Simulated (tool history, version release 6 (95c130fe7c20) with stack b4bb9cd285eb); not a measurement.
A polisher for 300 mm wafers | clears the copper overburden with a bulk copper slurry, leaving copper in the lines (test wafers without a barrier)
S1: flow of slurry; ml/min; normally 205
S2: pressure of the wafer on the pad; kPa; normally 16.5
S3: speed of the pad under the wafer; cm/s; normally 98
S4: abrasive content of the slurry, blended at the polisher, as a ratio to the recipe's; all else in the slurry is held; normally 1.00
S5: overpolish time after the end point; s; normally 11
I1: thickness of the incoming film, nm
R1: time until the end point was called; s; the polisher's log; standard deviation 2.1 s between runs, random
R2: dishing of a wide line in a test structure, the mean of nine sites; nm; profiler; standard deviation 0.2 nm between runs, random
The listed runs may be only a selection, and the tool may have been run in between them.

Run 1, hour 0.0: usual settings; I1 1130.6. Result: R1 166.0 s, R2 19.2 nm.
Run 2, hour 16.3: usual settings; I1 1114.2. Result: R1 164.9 s, R2 19.1 nm.
Run 3, hour 27.8: usual settings; I1 1119.4. Result: R1 167.3 s, R2 19.2 nm.
Run 4, hour 42.3: usual settings but S3 92 cm/s, S5 13 s; I1 1124.4. Result: R1 172.5 s, R2 19.8 nm.
Run 5, hour 74.2: usual settings but S3 118 cm/s; I1 1118.5. Result: R1 140.9 s, R2 19.7 nm.
Run 6, hour 81.1: usual settings; I1 1130.7. Result: R1 169.5 s, R2 19.3 nm.
Run 7, hour 117.3: usual settings; I1 1138.8. Result: R1 170.0 s, R2 19.3 nm.
Run 8, hour 132.9: usual settings but S1 170 ml/min; I1 1135.6. Result: R1 180.4 s, R2 19.3 nm.
At hour 141.1: slurry blender recalibrated.
At hour 142.1: worn pad replaced by a new one.
Run 9, hour 142.6: usual settings but S2 17.9 kPa; I1 1128.1. Result: R1 176.6 s, R2 19.0 nm.
Run 10, hour 149.6: usual settings; I1 1143.5. Result: R1 194.8 s, R2 19.0 nm.
Run 11, hour 156.2: usual settings but S2 12.4 kPa; I1 1123.5. Result: R1 238.9 s, R2 17.5 nm.
At hour 173.8: head pressure recalibrated.
At hour 173.9: slurry nozzle cleaned.
Run 12, hour 174.3: usual settings but S3 116 cm/s, S5 9 s; I1 1113.8. Result: R1 162.3 s, R2 18.8 nm.
Run 13, hour 179.9: usual settings but S4 1.25; I1 1128.6. Result: R1 178.8 s, R2 19.0 nm.
At hour 194.1: worn pad replaced by a new one, repeated, since the last time left the tool worse.
Run 14, hour 194.6: usual settings but S1 255 ml/min, S2 11.7 kPa, S3 74 cm/s, S4 1.25; I1 1132.1. Result: R1 254.7 s, R2 17.5 nm.
Run 15, hour 201.6: usual settings but S1 255 ml/min, S2 20.0 kPa, S3 124 cm/s; I1 1151.9. Result: R1 110.7 s, R2 20.5 nm.
Run 16, hour 219.3: usual settings but S1 275 ml/min, S2 17.9 kPa; I1 1143.7. Result: R1 147.9 s, R2 19.9 nm.
Run 17, hour 235.5: usual settings but S3 108 cm/s, S4 1.15, S5 5 s; I1 1133.6. Result: R1 143.7 s, R2 16.3 nm.
Run 18, hour 251.2: usual settings; I1 1115.7. Result: R1 164.5 s, R2 19.4 nm.

What does the tool deliver on the next run?
Run 19, hour 263.3: usual settings but S1 155 ml/min, S3 114 cm/s, S4 1.30, S5 15 s; I1 1116.8. Result: R1 ?, R2 ?.

Run 19 measured R1 136.4 s, R2 20.0 nm.
The same run, on a tool lacking any hidden state, would have yielded R1 133.0 s, R2 20.0 nm.
